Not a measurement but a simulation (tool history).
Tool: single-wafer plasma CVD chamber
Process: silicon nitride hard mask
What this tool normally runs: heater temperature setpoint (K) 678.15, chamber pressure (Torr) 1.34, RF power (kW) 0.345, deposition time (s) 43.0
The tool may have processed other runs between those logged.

run	hour	heater temperature setpoint (K)	chamber pressure (Torr)	RF power (kW)	deposition time (s)	wafers since the last listed run	hours since the last thermocouple change	hours since the last RF generator calibration	hours since the last manometer calibration	hours since the showerhead was replaced	hours since the gauge calibration	read-back reference wafer on the same gauge, thickness_nm	mean film thickness on the monitor wafer (nm)
1	0.0	678.15	1.34	0.395	43.0	0	678.2	40.6	336.8	5574.5	2251.1	55.878	56.032
2	71.0	678.15	1.34	0.345	43.0	1424	749.2	111.6	407.8	5645.5	2322.1	55.858	50.393
3	108.9	678.15	1.34	0.345	43.0	760	787.1	149.5	445.7	5683.4	2360.0	55.906	50.104
4	170.9	678.15	1.34	0.345	43.0	1243	849.1	211.5	507.7	5745.4	2422.0	55.875	50.499
5	250.2	678.15	1.34	0.345	43.0	1591	928.4	290.8	587.0	5824.7	2501.3	55.877	50.601
# hour 282.9: gauge calibrated
6	329.6	678.15	1.34	0.345	43.0	1593	1007.8	370.2	666.4	5904.1	46.7	55.989	50.437
7	421.5	678.15	1.34	0.345	43.0	1843	1099.7	462.1	758.3	5996.0	138.6	55.872	50.623
8	525.9	678.15	1.34	0.345	43.0	2094	1204.1	566.5	862.7	6100.4	243.0	55.891	50.996
9	612.3	678.15	1.34	0.345	43.0	1733	1290.5	652.9	949.1	6186.8	329.4	55.896	50.316
# hour 643.5: capacitance manometer re-zeroed and calibrated
10	692.1	686.15	1.34	0.345	48.4	1440	1370.3	732.7	48.6	6266.6	409.2	55.939	55.789
11	738.1	678.15	1.34	0.345	37.0	922	1416.3	778.7	94.6	6312.6	455.2	55.849	42.643
12	825.7	678.15	1.34	0.345	43.0	1757	1503.9	866.3	182.2	6400.2	542.8	55.945	49.908
# hour 844.3: RF generator calibrated
13	1101.9	692.15	1.34	0.345	43.0	5381	1780.1	257.6	458.4	6676.4	819.0	55.870	49.588
14	1194.0	687.15	1.34	0.345	51.4	1847	1872.2	349.7	550.5	6768.5	911.1	56.016	60.039
15	1299.0	684.15	1.58	0.310	38.4	2106	1977.2	454.7	655.5	6873.5	1016.1	55.918	42.813
16	1379.2	678.15	1.34	0.345	43.0	1609	2057.4	534.9	735.7	6953.7	1096.3	55.915	50.514
17	1461.8	678.15	1.08	0.345	48.5	1657	2140.0	617.5	818.3	7036.3	1178.9	55.837	54.400
18	1514.7	678.15	1.46	0.345	43.0	1061	2192.9	670.4	871.2	7089.2	1231.8	55.993	51.892
# hour 1571.0: showerhead replaced
# hour 1624.3: capacitance manometer re-zeroed and calibrated
19	1624.8	678.15	1.11	0.345	43.0	1888	2303.0	780.5	0.5	53.8	1341.9	55.915	47.204
# hour 1641.4: thermocouple changed; heater temperature recalibrated
20	1716.3	678.15	1.34	0.345	43.0	1675	74.9	872.0	92.0	145.3	1433.4	55.957	49.917
21	1803.1	682.15	1.34	0.345	43.0	1741	161.7	958.8	178.8	232.1	1520.2	55.947	50.192
22	1871.2	678.15	1.34	0.345	43.0	1366	229.8	1026.9	246.9	300.2	1588.3	55.833	49.963
# hour 1908.4: RF generator calibrated
23	1934.5	678.15	1.34	0.345	48.4	1109	293.1	26.1	310.2	363.5	1651.6	55.936	56.297
24	1989.4	678.15	1.53	0.380	43.0	1101	348.0	81.0	365.1	418.4	1706.5	55.984	56.743
25	2047.3	678.15	1.51	0.295	43.0	1161	405.9	138.9	423.0	476.3	1764.4	55.895	44.105
26	2097.6	678.15	1.34	0.345	43.0	1009	456.2	189.2	473.3	526.6	1814.7	55.941	50.559
27	2170.1	669.15	1.34	0.385	49.0	1454	528.7	261.7	545.8	599.1	1887.2	55.804	62.624
28	2262.4	678.15	1.34	0.300	47.5	1851	621.0	354.0	638.1	691.4	1979.5	55.806	48.733
29	2354.4	687.15	1.44	0.385	47.3	1845	713.0	446.0	730.1	783.4	2071.5	56.010	61.829

Below are 3 alternative next runs, each starting from the tool's condition after run 29. Predict each:
A	2354.8	678.15	1.34	0.375	43.0	8	713.4	446.4	730.5	783.8	2071.9	?	?
B	2354.8	678.15	1.10	0.295	43.0	8	713.4	446.4	730.5	783.8	2071.9	?	?
C	2354.8	692.15	1.66	0.345	43.0	8	713.4	446.4	730.5	783.8	2071.9	?	?

run	read-back reference wafer on the same gauge, thickness_nm	mean film thickness on the monitor wafer (nm)
A	56.102	54.005
B	56.102	40.891
C	56.102	52.737
Stripped of hidden state, with their random variation kept, the same runs would have yielded:
run	mean film thickness on the monitor wafer (nm)
A	53.572
B	40.541
C	52.341
